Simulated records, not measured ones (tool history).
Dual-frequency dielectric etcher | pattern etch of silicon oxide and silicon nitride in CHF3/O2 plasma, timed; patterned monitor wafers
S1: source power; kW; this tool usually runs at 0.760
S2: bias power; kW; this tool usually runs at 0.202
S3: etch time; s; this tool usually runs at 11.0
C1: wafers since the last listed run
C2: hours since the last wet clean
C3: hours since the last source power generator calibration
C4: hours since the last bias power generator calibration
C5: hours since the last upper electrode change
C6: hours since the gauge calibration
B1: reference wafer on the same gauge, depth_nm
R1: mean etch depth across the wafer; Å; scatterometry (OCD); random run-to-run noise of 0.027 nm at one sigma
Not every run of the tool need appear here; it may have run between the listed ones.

| run | hour | S1 | S2 | S3 | C1 | C2 | C3 | C4 | C5 | C6 | B1 | R1 |
|---|---|---|---|---|---|---|---|---|---|---|---|---|
| 1 | 0.0 | 0.760 | 0.202 | 11.0 | 0 | 389.1 | 4335.4 | 3748.6 | 4218.3 | 351.5 | 19.70 | 187.9 |
| 2 | 39.0 | 0.700 | 0.202 | 11.0 | 412 | 428.1 | 4374.4 | 3787.6 | 4257.3 | 390.5 | 19.70 | 182.9 |
|  | 86.5 | wet clean of the chamber |
| 3 | 131.1 | 0.760 | 0.202 | 11.0 | 719 | 44.6 | 4466.5 | 3879.7 | 4349.4 | 482.6 | 19.71 | 186.7 |
| 4 | 212.7 | 0.760 | 0.202 | 11.0 | 862 | 126.2 | 4548.1 | 3961.3 | 4431.0 | 564.2 | 19.70 | 186.8 |
| 5 | 266.9 | 0.760 | 0.202 | 11.0 | 572 | 180.4 | 4602.3 | 4015.5 | 4485.2 | 618.4 | 19.70 | 187.3 |
|  | 315.3 | source power generator calibrated |
| 6 | 363.9 | 0.760 | 0.202 | 11.0 | 982 | 277.4 | 48.6 | 4112.5 | 4582.2 | 715.4 | 19.70 | 188.3 |
| 7 | 438.5 | 0.760 | 0.202 | 11.0 | 788 | 352.0 | 123.2 | 4187.1 | 4656.8 | 790.0 | 19.70 | 188.7 |
|  | 468.7 | bias power generator calibrated |
|  | 506.2 | wet clean of the chamber |
|  | 522.9 | upper electrode replaced |
| 8 | 523.4 | 0.760 | 0.243 | 14.5 | 424 | 17.2 | 208.1 | 54.7 | 0.5 | 874.9 | 19.70 | 261.9 |
| 9 | 580.7 | 0.760 | 0.202 | 8.0 | 605 | 74.5 | 265.4 | 112.0 | 57.8 | 932.2 | 19.70 | 132.4 |
| 10 | 679.1 | 0.660 | 0.243 | 13.0 | 1039 | 172.9 | 363.8 | 210.4 | 156.2 | 1030.6 | 19.69 | 224.9 |
| 11 | 738.0 | 0.760 | 0.174 | 11.0 | 622 | 231.8 | 422.7 | 269.3 | 215.1 | 1089.5 | 19.69 | 169.4 |
|  | 783.3 | gauge calibrated |
| 12 | 834.5 | 0.930 | 0.202 | 11.0 | 1019 | 328.3 | 519.2 | 365.8 | 311.6 | 51.2 | 19.71 | 196.7 |
| 13 | 891.8 | 0.760 | 0.202 | 11.0 | 605 | 385.6 | 576.5 | 423.1 | 368.9 | 108.5 | 19.70 | 183.6 |
| 14 | 946.6 | 0.710 | 0.152 | 14.0 | 579 | 440.4 | 631.3 | 477.9 | 423.7 | 163.3 | 19.71 | 197.6 |
|  | 991.6 | wet clean of the chamber |
| 15 | 1031.1 | 0.760 | 0.243 | 14.5 | 639 | 39.5 | 715.8 | 562.4 | 508.2 | 247.8 | 19.70 | 262.7 |

5 ways to go on from here, each from the tool as it stands after run 15. What would each give?
| A | 1031.5 | 0.760 | 0.202 | 11.0 | 4 | 39.9 | 716.2 | 562.8 | 508.6 | 248.2 | ? | ? |
| B | 1031.5 | 0.760 | 0.249 | 8.5 | 4 | 39.9 | 716.2 | 562.8 | 508.6 | 248.2 | ? | ? |
| C | 1031.5 | 0.760 | 0.202 | 12.5 | 4 | 39.9 | 716.2 | 562.8 | 508.6 | 248.2 | ? | ? |
| D | 1031.5 | 0.690 | 0.202 | 11.0 | 4 | 39.9 | 716.2 | 562.8 | 508.6 | 248.2 | ? | ? |
| E | 1031.5 | 0.930 | 0.242 | 11.0 | 4 | 39.9 | 716.2 | 562.8 | 508.6 | 248.2 | ? | ? |

| run | B1 | R1 |
|---|---|---|
| A | 19.70 | 181.7 |
| B | 19.70 | 155.6 |
| C | 19.70 | 206.5 |
| D | 19.70 | 176.0 |
| E | 19.70 | 212.5 |
Without the tool's hidden state the same runs would have given:
| run | R1 |
|---|---|
| A | 181.0 |
| B | 154.9 |
| C | 205.7 |
| D | 175.3 |
| E | 211.6 |

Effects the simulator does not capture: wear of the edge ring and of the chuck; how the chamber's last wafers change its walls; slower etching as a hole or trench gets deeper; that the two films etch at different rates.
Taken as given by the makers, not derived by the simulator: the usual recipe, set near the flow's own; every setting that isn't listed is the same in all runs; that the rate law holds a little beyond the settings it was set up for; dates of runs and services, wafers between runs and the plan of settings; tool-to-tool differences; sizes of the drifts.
